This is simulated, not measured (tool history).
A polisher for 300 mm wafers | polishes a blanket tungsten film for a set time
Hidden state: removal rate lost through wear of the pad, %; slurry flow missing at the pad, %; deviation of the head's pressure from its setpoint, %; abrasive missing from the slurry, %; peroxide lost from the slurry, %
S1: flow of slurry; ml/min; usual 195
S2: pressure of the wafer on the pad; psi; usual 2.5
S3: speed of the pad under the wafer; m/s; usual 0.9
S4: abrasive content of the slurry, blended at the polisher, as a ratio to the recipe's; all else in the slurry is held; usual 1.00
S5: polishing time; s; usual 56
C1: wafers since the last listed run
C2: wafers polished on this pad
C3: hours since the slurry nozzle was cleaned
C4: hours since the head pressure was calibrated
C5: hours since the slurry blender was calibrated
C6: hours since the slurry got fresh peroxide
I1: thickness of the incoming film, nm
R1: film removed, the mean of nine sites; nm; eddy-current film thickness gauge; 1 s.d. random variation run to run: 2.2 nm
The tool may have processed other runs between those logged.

Run 1, day 0.000: usual settings; C1 0; C2 1463; C3 2.6; C4 460.5; C5 159.0; C6 95.0; I1 1429.1. Result: R1 149.1 nm.
At day 1.983: worn pad replaced by a new one.
At day 2.396: slurry blender recalibrated.
At day 3.579: slurry tank refilled with fresh slurry and peroxide.
Run 2, day 7.508: usual settings; C1 1864; C2 1395; C3 182.8; C4 640.7; C5 122.7; C6 94.3; I1 1434.6. Result: R1 151.2 nm.
Run 3, day 8.592: usual settings; C1 279; C2 1675; C3 208.8; C4 666.7; C5 148.7; C6 120.3; I1 1439.5. Result: R1 149.6 nm.
At day 9.125: worn pad replaced by a new one.
At day 9.679: slurry blender recalibrated.
Run 4, day 11.504: usual settings but S5 60 s; C1 687; C2 593; C3 278.7; C4 736.6; C5 43.8; C6 190.2; I1 1395.8. Result: R1 173.2 nm.
At day 12.054: slurry tank refilled with fresh slurry and peroxide.
Run 5, day 13.221: usual settings but S5 60 s; C1 432; C2 1026; C3 319.9; C4 777.8; C5 85.0; C6 28.0; I1 1390.7. Result: R1 169.2 nm.
At day 14.012: slurry nozzle cleaned.
At day 15.629: worn pad replaced by a new one.
Run 6, day 16.196: usual settings; C1 714; C2 146; C3 52.4; C4 849.2; C5 156.4; C6 99.4; I1 1415.6. Result: R1 144.9 nm.
At day 18.888: slurry blender recalibrated.
Run 7, day 19.112: usual settings; C1 732; C2 879; C3 122.4; C4 919.2; C5 5.4; C6 169.4; I1 1403.6. Result: R1 157.9 nm.
At day 20.596: slurry tank refilled with fresh slurry and peroxide.
Run 8, day 21.033: usual settings; C1 485; C2 1364; C3 168.5; C4 965.3; C5 51.5; C6 10.5; I1 1420.4. Result: R1 159.2 nm.
At day 22.333: worn pad replaced by a new one.
Run 9, day 23.933: usual settings but S1 220 ml/min, S4 0.70; C1 706; C2 413; C3 238.1; C4 1034.9; C5 121.1; C6 80.1; I1 1442.2. Result: R1 134.2 nm.
Run 10, day 25.100: usual settings but S4 0.90, S5 67 s; C1 301; C2 714; C3 266.1; C4 1062.9; C5 149.1; C6 108.1; I1 1418.3. Result: R1 163.2 nm.
At day 25.521: slurry nozzle cleaned.
At day 25.771: head pressure recalibrated.
At day 26.621: slurry blender recalibrated.
Run 11, day 26.846: usual settings; C1 397; C2 1112; C3 31.8; C4 25.8; C5 5.4; C6 150.0; I1 1414.4. Result: R1 169.3 nm.
At day 27.325: slurry tank refilled with fresh slurry and peroxide.
Run 12, day 29.662: usual settings; C1 717; C2 1829; C3 99.4; C4 93.4; C5 73.0; C6 56.1; I1 1397.2. Result: R1 165.6 nm.
At day 30.204: worn pad replaced by a new one.
Run 13, day 31.567: usual settings but S4 1.25, S5 43 s; C1 448; C2 352; C3 145.1; C4 139.1; C5 118.7; C6 101.8; I1 1412.0. Result: R1 130.8 nm.
At day 34.021: slurry blender recalibrated.
Run 14, day 34.171: usual settings; C1 651; C2 1003; C3 207.6; C4 201.6; C5 3.6; C6 164.3; I1 1433.8. Result: R1 170.8 nm.
At day 34.350: slurry tank refilled with fresh slurry and peroxide.
Run 15, day 35.221: usual settings but S2 2.9 psi, S3 1.2 m/s; C1 260; C2 1264; C3 232.8; C4 226.8; C5 28.8; C6 20.9; I1 1427.1. Result: R1 241.6 nm.
At day 37.042: worn pad replaced by a new one.
Run 16, day 38.138: usual settings but S4 1.15; C1 710; C2 282; C3 302.8; C4 296.8; C5 98.8; C6 90.9; I1 1423.3. Result: R1 164.7 nm.

Alternative continuations, all from the tool just after run 16; predict every row:
Run A, day 38.154: usual settings; C1 4; C2 287; C3 303.2; C4 297.2; C5 99.2; C6 91.3; I1 1431.7. Result: R1 ?.
Run B, day 38.154: usual settings but S5 49 s; C1 4; C2 287; C3 303.2; C4 297.2; C5 99.2; C6 91.3; I1 1431.7. Result: R1 ?.
Run C, day 38.154: usual settings but S1 140 ml/min, S2 3.3 psi, S4 0.75; C1 4; C2 287; C3 303.2; C4 297.2; C5 99.2; C6 91.3; I1 1431.7. Result: R1 ?.
Run D, day 38.154: usual settings but S2 2.8 psi, S4 0.80, S5 74 s; C1 4; C2 287; C3 303.2; C4 297.2; C5 99.2; C6 91.3; I1 1431.7. Result: R1 ?.

run     R1
  A  157.4
  B  137.8
  C  164.5
  D  207.6
The same runs, with their run-to-run variation unchanged, on a tool lacking any hidden condition would have given:
run     R1
  A  169.7
  B  148.5
  C  176.8
  D  223.3

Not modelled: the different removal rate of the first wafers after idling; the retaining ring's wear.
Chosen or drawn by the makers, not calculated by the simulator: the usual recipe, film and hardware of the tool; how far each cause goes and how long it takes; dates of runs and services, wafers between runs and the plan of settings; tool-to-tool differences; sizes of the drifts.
